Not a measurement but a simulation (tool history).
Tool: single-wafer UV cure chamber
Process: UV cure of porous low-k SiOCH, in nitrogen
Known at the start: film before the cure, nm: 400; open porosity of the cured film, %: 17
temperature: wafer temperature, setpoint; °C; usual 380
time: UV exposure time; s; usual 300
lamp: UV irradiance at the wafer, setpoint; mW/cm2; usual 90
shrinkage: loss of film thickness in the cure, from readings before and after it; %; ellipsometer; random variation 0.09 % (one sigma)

run,hour,temperature,time,lamp,shrinkage
1,0,380,300,90,10.959
2,14.9,380,300,90,10.962
3,26.7,380,300,90,11.03
4,40.1,380,300,90,11.03
5,48.5,380,300,90,11.242
6,63.5,370,300,90,10.876
7,73.2,370,300,90,10.812
8,85.7,370,300,90,10.778
9,95.4,380,300,90,11.04
10,104,380,300,90,11.02
11,112.5,380,300,90,10.985
12,120.8,380,300,90,10.995
13,134.1,380,225,90,9.842
14,142.5,380,225,90,10.019
15,154,380,300,114,12.146
16,165.2,374,390,90,12.16
17,173,380,300,90,11.039
18,189.4,380,300,90,11.132
19,204.9,380,300,90,11.103
20,217.2,380,300,90,11.209
21,223.3,380,215,55,7.637
22,234.7,380,300,90,10.915
23,248,363,420,122,13.643
24,258.9,367,400,79,11.496
25,268.8,365,385,115,13.131
26,280.3,380,405,122,13.806
27,298.2,380,300,128,12.58
28,305.8,372,415,129,13.908
29,336.7,380,300,68,9.907
30,350.3,389,300,62,9.622
31,362.5,380,300,90,11.107
32,380.4,386,390,117,13.546
33,391.5,390,450,62,11.554
34,400.4,365,300,123,12.141
35,414,380,300,90,10.997
36,430.1,380,300,90,11.11
37,446.9,380,300,120,12.329
38,460.6,367,300,101,11.21
39,474.4,380,300,90,11.024
40,484,380,155,90,8.348
41,501.2,394,225,58,8.225

Not shown: 2 entries that the log had between the listed runs. Between which runs, and how does the tool's hidden state differ before and after?
Between runs 15 and 16: quartz window cleaned (hour 162.5)
  no hidden state differs between the two runs
Between runs 29 and 30: UV bulbs replaced (hour 349.8)
  no hidden state differs between the two runs
